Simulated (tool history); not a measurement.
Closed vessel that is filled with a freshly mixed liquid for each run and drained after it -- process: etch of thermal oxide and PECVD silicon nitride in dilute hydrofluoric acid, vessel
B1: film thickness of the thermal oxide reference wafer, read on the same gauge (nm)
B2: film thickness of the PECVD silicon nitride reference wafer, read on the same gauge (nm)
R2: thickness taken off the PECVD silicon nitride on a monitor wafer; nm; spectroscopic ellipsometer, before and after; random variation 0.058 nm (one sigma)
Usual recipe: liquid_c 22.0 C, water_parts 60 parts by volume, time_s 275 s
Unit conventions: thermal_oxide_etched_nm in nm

Run 1, hour 0.0: usual settings; B1 39.98; B2 50.02. Result: thermal_oxide_etched_nm 20.42 nm, R2 9.22 nm.
Run 2, hour 15.1: usual settings; B1 39.99; B2 50.01. Result: thermal_oxide_etched_nm 20.55 nm, R2 9.08 nm.
Run 3, hour 32.5: usual settings but water_parts 45 parts by volume; B1 40.01; B2 50.01. Result: thermal_oxide_etched_nm 27.57 nm, R2 12.06 nm.
Run 4, hour 40.4: usual settings but water_parts 45 parts by volume; B1 39.99; B2 50.00. Result: thermal_oxide_etched_nm 27.79 nm, R2 12.10 nm.
Run 5, hour 54.1: usual settings but time_s 310 s; B1 39.99; B2 50.04. Result: thermal_oxide_etched_nm 22.82 nm, R2 10.25 nm.
Run 6, hour 61.5: usual settings; B1 39.98; B2 49.98. Result: thermal_oxide_etched_nm 20.26 nm, R2 9.14 nm.
Run 7, hour 73.7: usual settings; B1 39.99; B2 49.98. Result: thermal_oxide_etched_nm 20.19 nm, R2 9.01 nm.
Run 8, hour 85.2: usual settings but liquid_c 19.0 C, water_parts 75 parts by volume, time_s 215 s; B1 39.99; B2 50.00. Result: thermal_oxide_etched_nm 10.91 nm, R2 4.62 nm.
At hour 87.1: hydrofluoric acid flow meter replaced.
Run 9, hour 93.6: usual settings but liquid_c 20.5 C, water_parts 85 parts by volume; B1 39.99; B2 49.99. Result: thermal_oxide_etched_nm 14.81 nm, R2 6.51 nm.
Run 10, hour 100.4: usual settings but liquid_c 24.5 C, water_parts 50 parts by volume; B1 40.01; B2 50.02. Result: thermal_oxide_etched_nm 30.88 nm, R2 14.36 nm.
Run 11, hour 123.9: usual settings but liquid_c 17.5 C, water_parts 35 parts by volume; B1 40.01; B2 50.00. Result: thermal_oxide_etched_nm 33.64 nm, R2 12.48 nm.
At hour 125.2: gauge calibrated.
Run 12, hour 139.4: usual settings but liquid_c 19.0 C; B1 39.99; B2 49.99. Result: thermal_oxide_etched_nm 19.87 nm, R2 8.22 nm.
Run 13, hour 153.5: usual settings but water_parts 85 parts by volume, time_s 350 s; B1 40.02; B2 49.98. Result: thermal_oxide_etched_nm 19.77 nm, R2 9.13 nm.
Run 14, hour 171.5: usual settings; B1 39.99; B2 50.03. Result: thermal_oxide_etched_nm 23.05 nm, R2 10.20 nm.
At hour 176.5: thermometer replaced.
Run 15, hour 186.9: usual settings; B1 40.01; B2 50.03. Result: thermal_oxide_etched_nm 22.82 nm, R2 10.09 nm.
Run 16, hour 201.5: usual settings but time_s 365 s; B1 39.96; B2 50.00. Result: thermal_oxide_etched_nm 30.52 nm, R2 13.34 nm.
Run 17, hour 214.3: usual settings; B1 40.01; B2 50.03. Result: thermal_oxide_etched_nm 22.57 nm, R2 10.06 nm.
Run 18, hour 240.0: usual settings but water_parts 30 parts by volume; B1 39.99; B2 50.00. Result: thermal_oxide_etched_nm 47.42 nm, R2 19.80 nm.
Run 19, hour 252.8: usual settings but water_parts 85 parts by volume, time_s 365 s; B1 40.00; B2 50.01. Result: thermal_oxide_etched_nm 20.52 nm, R2 9.53 nm.
Run 20, hour 260.4: usual settings but liquid_c 26.0 C, water_parts 40 parts by volume; B1 40.03; B2 49.99. Result: thermal_oxide_etched_nm 41.13 nm, R2 19.55 nm.
Run 21, hour 271.3: usual settings but water_parts 40 parts by volume; B1 39.96; B2 50.02. Result: thermal_oxide_etched_nm 34.66 nm, R2 14.87 nm.
Run 22, hour 286.9: usual settings; B1 40.00; B2 49.96. Result: thermal_oxide_etched_nm 22.66 nm, R2 10.01 nm.
Run 23, hour 297.0: usual settings; B1 40.01; B2 49.99. Result: thermal_oxide_etched_nm 22.75 nm, R2 10.03 nm.
Run 24, hour 310.5: usual settings but liquid_c 18.5 C, water_parts 40 parts by volume, time_s 195 s; B1 39.97; B2 50.02. Result: thermal_oxide_etched_nm 21.03 nm, R2 8.24 nm.
Run 25, hour 325.6: usual settings but liquid_c 18.5 C, water_parts 30 parts by volume, time_s 405 s; B1 40.00; B2 49.99. Result: thermal_oxide_etched_nm 59.86 nm, R2 22.57 nm.
Run 26, hour 332.5: usual settings but liquid_c 24.5 C, water_parts 80 parts by volume, time_s 225 s; B1 40.00; B2 50.01. Result: thermal_oxide_etched_nm 15.02 nm, R2 7.26 nm.
Run 27, hour 373.3: usual settings but liquid_c 24.5 C, water_parts 35 parts by volume, time_s 390 s; B1 40.00; B2 50.02. Result: thermal_oxide_etched_nm 61.78 nm, R2 28.37 nm.

What would each run have given without the hidden state, its run-to-run variation left as it was?
What the log doesn't record here: liquid hotter than its thermometer reads (K); hydrofluoric acid flow below the setpoint (%); gauge reads high (%).
run  thermal_oxide_etched_nm     R2
  1                    23.02  10.28
  2                    23.20  10.14
  3                    31.09  13.47
  4                    31.36  13.52
  5                    25.84  11.47
  6                    22.94  10.24
  7                    22.89  10.09
  8                    12.40   5.18
  9                    14.86   6.53
 10                    31.00  14.42
 11                    33.82  12.54
 12                    20.00   8.27
 13                    19.93   9.20
 14                    23.25  10.28
 15                    23.05  10.19
 16                    30.86  13.47
 17                    22.84  10.17
 18                    48.04  20.04
 19                    20.83   9.66
 20                    41.75  19.82
 21                    35.21  15.09
 22                    23.05  10.17
 23                    23.16  10.19
 24                    21.41   8.38
 25                    61.02  22.98
 26                    15.33   7.40
 27                    63.21  28.98
